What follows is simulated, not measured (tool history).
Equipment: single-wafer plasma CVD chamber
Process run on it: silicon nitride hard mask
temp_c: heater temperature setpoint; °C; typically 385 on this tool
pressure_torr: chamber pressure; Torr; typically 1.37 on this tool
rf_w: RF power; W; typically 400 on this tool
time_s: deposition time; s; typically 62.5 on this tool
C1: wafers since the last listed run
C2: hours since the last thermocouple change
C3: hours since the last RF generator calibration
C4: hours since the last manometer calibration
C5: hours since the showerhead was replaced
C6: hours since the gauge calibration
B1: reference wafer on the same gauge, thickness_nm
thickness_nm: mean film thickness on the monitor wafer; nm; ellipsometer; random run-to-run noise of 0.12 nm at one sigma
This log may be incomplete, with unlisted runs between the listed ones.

run 1 hour=0 | temp_c=385 pressure_torr=1.37 rf_w=400 time_s=62.5 | C1=0 C2=2735.1 C3=1683.2 C4=927.5 C5=3175.4 C6=223.1 | B1=91.976 | thickness_nm=80.608
run 2 hour=11.6 | temp_c=385 pressure_torr=1.37 rf_w=400 time_s=62.5 | C1=186 C2=2746.7 C3=1694.8 C4=939.1 C5=3187 C6=234.7 | B1=91.917 | thickness_nm=80.64
run 3 hour=27.3 | temp_c=385 pressure_torr=1.37 rf_w=400 time_s=62.5 | C1=251 C2=2762.4 C3=1710.5 C4=954.8 C5=3202.7 C6=250.4 | B1=91.895 | thickness_nm=80.707
run 4 hour=38.7 | temp_c=385 pressure_torr=1.37 rf_w=400 time_s=62.5 | C1=182 C2=2773.8 C3=1721.9 C4=966.2 C5=3214.1 C6=261.8 | B1=91.935 | thickness_nm=80.752
run 5 hour=55.8 | temp_c=385 pressure_torr=1.37 rf_w=400 time_s=62.5 | C1=274 C2=2790.9 C3=1739 C4=983.3 C5=3231.2 C6=278.9 | B1=91.928 | thickness_nm=80.865
run 6 hour=62.4 | temp_c=385 pressure_torr=1.37 rf_w=445 time_s=62.5 | C1=105 C2=2797.5 C3=1745.6 C4=989.9 C5=3237.8 C6=285.5 | B1=91.868 | thickness_nm=85.317
run 7 hour=75.7 | temp_c=385 pressure_torr=1.37 rf_w=400 time_s=62.5 | C1=213 C2=2810.8 C3=1758.9 C4=1003.2 C5=3251.1 C6=298.8 | B1=91.863 | thickness_nm=80.944
-- hour=89.9 thermocouple changed; heater temperature recalibrated
run 8 hour=90.4 | temp_c=385 pressure_torr=1.37 rf_w=350 time_s=62.5 | C1=107 C2=0.5 C3=1773.6 C4=1017.9 C5=3265.8 C6=313.5 | B1=91.893 | thickness_nm=75.411
run 9 hour=103.5 | temp_c=385 pressure_torr=1.37 rf_w=350 time_s=62.5 | C1=210 C2=13.6 C3=1786.7 C4=1031 C5=3278.9 C6=326.6 | B1=91.906 | thickness_nm=75.349
run 10 hour=114.9 | temp_c=385 pressure_torr=1.37 rf_w=400 time_s=62.5 | C1=182 C2=25 C3=1798.1 C4=1042.4 C5=3290.3 C6=338 | B1=91.889 | thickness_nm=80.843
-- hour=119.6 gauge calibrated
-- hour=135.8 showerhead replaced, of another model than before
run 11 hour=136.3 | temp_c=385 pressure_torr=1.37 rf_w=400 time_s=62.5 | C1=215 C2=46.4 C3=1819.5 C4=1063.8 C5=0.5 C6=16.7 | B1=91.908 | thickness_nm=80.188
run 12 hour=138 | temp_c=385 pressure_torr=1.37 rf_w=400 time_s=62.5 | C1=27 C2=48.1 C3=1821.2 C4=1065.5 C5=2.2 C6=18.4 | B1=91.918 | thickness_nm=80.223
run 13 hour=150.2 | temp_c=385 pressure_torr=1.37 rf_w=400 time_s=62.5 | C1=195 C2=60.3 C3=1833.4 C4=1077.7 C5=14.4 C6=30.6 | B1=91.89 | thickness_nm=80.216
run 14 hour=157.7 | temp_c=385 pressure_torr=1.37 rf_w=440 time_s=70.8 | C1=120 C2=67.8 C3=1840.9 C4=1085.2 C5=21.9 C6=38.1 | B1=91.938 | thickness_nm=93.755
run 15 hour=170.2 | temp_c=385 pressure_torr=1.21 rf_w=375 time_s=62.5 | C1=200 C2=80.3 C3=1853.4 C4=1097.7 C5=34.4 C6=50.6 | B1=91.929 | thickness_nm=76.054
-- hour=187.2 RF generator calibrated
run 16 hour=187.7 | temp_c=396 pressure_torr=1.54 rf_w=430 time_s=72 | C1=152 C2=97.8 C3=0.5 C4=1115.2 C5=51.9 C6=68.1 | B1=91.868 | thickness_nm=96.788
run 17 hour=194.3 | temp_c=385 pressure_torr=1.37 rf_w=400 time_s=62.5 | C1=105 C2=104.4 C3=7.1 C4=1121.8 C5=58.5 C6=74.7 | B1=91.835 | thickness_nm=80.26
-- hour=204 capacitance manometer re-zeroed and calibrated
run 18 hour=205.8 | temp_c=385 pressure_torr=1.37 rf_w=430 time_s=62.5 | C1=56 C2=115.9 C3=18.6 C4=1.8 C5=70 C6=86.2 | B1=91.915 | thickness_nm=81.056
run 19 hour=216.3 | temp_c=385 pressure_torr=1.37 rf_w=400 time_s=62.5 | C1=168 C2=126.4 C3=29.1 C4=12.3 C5=80.5 C6=96.7 | B1=91.898 | thickness_nm=79.088
run 20 hour=230.2 | temp_c=385 pressure_torr=1.37 rf_w=400 time_s=62.5 | C1=223 C2=140.3 C3=43 C4=26.2 C5=94.4 C6=110.6 | B1=91.914 | thickness_nm=78.962
run 21 hour=245.4 | temp_c=392 pressure_torr=1.37 rf_w=400 time_s=58.6 | C1=243 C2=155.5 C3=58.2 C4=41.4 C5=109.6 C6=125.8 | B1=91.878 | thickness_nm=74.195
run 22 hour=253.7 | temp_c=374 pressure_torr=1.37 rf_w=320 time_s=62.5 | C1=133 C2=163.8 C3=66.5 C4=49.7 C5=117.9 C6=134.1 | B1=91.892 | thickness_nm=74.034
run 23 hour=265.9 | temp_c=385 pressure_torr=1.03 rf_w=465 time_s=59 | C1=195 C2=176 C3=78.7 C4=61.9 C5=130.1 C6=146.3 | B1=91.906 | thickness_nm=73.729
run 24 hour=273.5 | temp_c=385 pressure_torr=1.37 rf_w=400 time_s=62.5 | C1=121 C2=183.6 C3=86.3 C4=69.5 C5=137.7 C6=153.9 | B1=91.89 | thickness_nm=79.003
run 25 hour=284.3 | temp_c=375 pressure_torr=1.1 rf_w=340 time_s=55.9 | C1=173 C2=194.4 C3=97.1 C4=80.3 C5=148.5 C6=164.7 | B1=91.893 | thickness_nm=64.234

Run-by-run hidden state of the tool:
wafer temperature above the value expected at the setpoint (K): 0 across all the runs
delivered RF power above the setpoint (%): 0 across all the runs
gauge reads high (%): 0 across all the runs
H1: true pressure above the setpoint (%)
run=1 H1=5.28
run=2 H1=5.36
run=3 H1=5.45
run=4 H1=5.52
run=5 H1=5.63
run=6 H1=5.67
run=7 H1=5.75
run=8 H1=5.84
run=9 H1=5.92
run=10 H1=5.99
run=11 H1=6.12
run=12 H1=6.13
run=13 H1=6.21
run=14 H1=6.25
run=15 H1=6.33
run=16 H1=6.44
run=17 H1=6.48
run=18 H1=0.502
run=19 H1=0.567
run=20 H1=0.652
run=21 H1=0.745
run=22 H1=0.796
run=23 H1=0.871
run=24 H1=0.917
run=25 H1=0.984
